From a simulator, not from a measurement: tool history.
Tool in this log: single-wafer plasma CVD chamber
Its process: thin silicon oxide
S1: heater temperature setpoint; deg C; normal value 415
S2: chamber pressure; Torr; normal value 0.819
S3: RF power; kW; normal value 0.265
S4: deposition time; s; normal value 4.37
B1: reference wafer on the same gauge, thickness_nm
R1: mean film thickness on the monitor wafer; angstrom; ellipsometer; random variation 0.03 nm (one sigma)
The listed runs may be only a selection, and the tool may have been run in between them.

Run 1, hour 0: usual settings but S3 0.29 kW; B1 9.355. Result: R1 81.96 angstrom.
Run 2, hour 25: usual settings but S3 0.29 kW; B1 9.344. Result: R1 81.28 angstrom.
Run 3, hour 120.2: usual settings; B1 9.353. Result: R1 77.61 angstrom.
Run 4, hour 148.7: usual settings; B1 9.344. Result: R1 77.43 angstrom.
Run 5, hour 170.3: usual settings; B1 9.351. Result: R1 77.3 angstrom.
Run 6, hour 206.9: usual settings; B1 9.356. Result: R1 77.06 angstrom.
Run 7, hour 224.7: usual settings; B1 9.347. Result: R1 77.11 angstrom.
Run 8, hour 244.8: usual settings; B1 9.36. Result: R1 76.78 angstrom.
Run 9, hour 264.2: usual settings; B1 9.357. Result: R1 77.43 angstrom.
Run 10, hour 291.8: usual settings; B1 9.346. Result: R1 77.29 angstrom.
At hour 306.5: gauge calibrated.
Run 11, hour 310.5: usual settings; B1 9.359. Result: R1 77.36 angstrom.
At hour 319.5: capacitance manometer re-zeroed and calibrated.
Run 12, hour 330.5: usual settings; B1 9.354. Result: R1 77.18 angstrom.
Run 13, hour 347.6: usual settings; B1 9.351. Result: R1 77.25 angstrom.
Run 14, hour 375.4: usual settings; B1 9.365. Result: R1 77.45 angstrom.
At hour 384.7: showerhead replaced.
Run 15, hour 401.1: usual settings but S2 0.984 Torr, S3 0.23 kW, S4 4.6 s; B1 9.359. Result: R1 88.46 angstrom.
Run 16, hour 429.1: usual settings but S3 0.225 kW; B1 9.345. Result: R1 70.29 angstrom.
Run 17, hour 444.3: usual settings; B1 9.344. Result: R1 77.62 angstrom.
At hour 472.7: thermocouple changed; heater temperature recalibrated.
Run 18, hour 477.8: usual settings; B1 9.348. Result: R1 77.57 angstrom.
At hour 494.4: RF generator calibrated.
Run 19, hour 502.4: usual settings but S1 428 deg C, S2 0.898 Torr; B1 9.348. Result: R1 86.75 angstrom.
Run 20, hour 520.3: usual settings; B1 9.351. Result: R1 79.69 angstrom.
Run 21, hour 550.5: usual settings but S3 0.22 kW; B1 9.35. Result: R1 72.22 angstrom.
Run 22, hour 575.4: usual settings but S1 426 deg C, S2 0.943 Torr, S4 5 s; B1 9.34. Result: R1 103.14 angstrom.
Run 23, hour 602.6: usual settings; B1 9.35. Result: R1 80.56 angstrom.
Run 24, hour 626.5: usual settings but S2 0.627 Torr, S4 3.63 s; B1 9.353. Result: R1 49.07 angstrom.
Run 25, hour 648.4: usual settings but S1 408 deg C, S2 0.873 Torr, S4 3.74 s; B1 9.357. Result: R1 72.27 angstrom.
Run 26, hour 664.8: usual settings but S3 0.305 kW, S4 3.87 s; B1 9.363. Result: R1 76.03 angstrom.

Consider 5 possible next runs. They are alternatives, not a sequence: every one starts from the tool as it was left by run 26. What does each give?
Run A, hour 665.2: usual settings; B1 ?. Result: R1 ?.
Run B, hour 665.2: usual settings but S1 425 deg C; B1 ?. Result: R1 ?.
Run C, hour 665.2: usual settings but S1 405 deg C, S2 0.733 Torr; B1 ?. Result: R1 ?.
Run D, hour 665.2: usual settings but S2 0.75 Torr, S4 4.7 s; B1 ?. Result: R1 ?.
Run E, hour 665.2: usual settings but S1 424 deg C, S2 0.712 Torr, S3 0.22 kW; B1 ?. Result: R1 ?.

run     B1     R1
  A  9.346  79.53
  B  9.346  79.08
  C  9.346  71.29
  D  9.346  78.18
  E  9.346  61.69
Had the tool no hidden state, the same runs would have come out as:
run     R1
  A  80.05
  B  79.59
  C  71.76
  D   78.7
  E  62.14

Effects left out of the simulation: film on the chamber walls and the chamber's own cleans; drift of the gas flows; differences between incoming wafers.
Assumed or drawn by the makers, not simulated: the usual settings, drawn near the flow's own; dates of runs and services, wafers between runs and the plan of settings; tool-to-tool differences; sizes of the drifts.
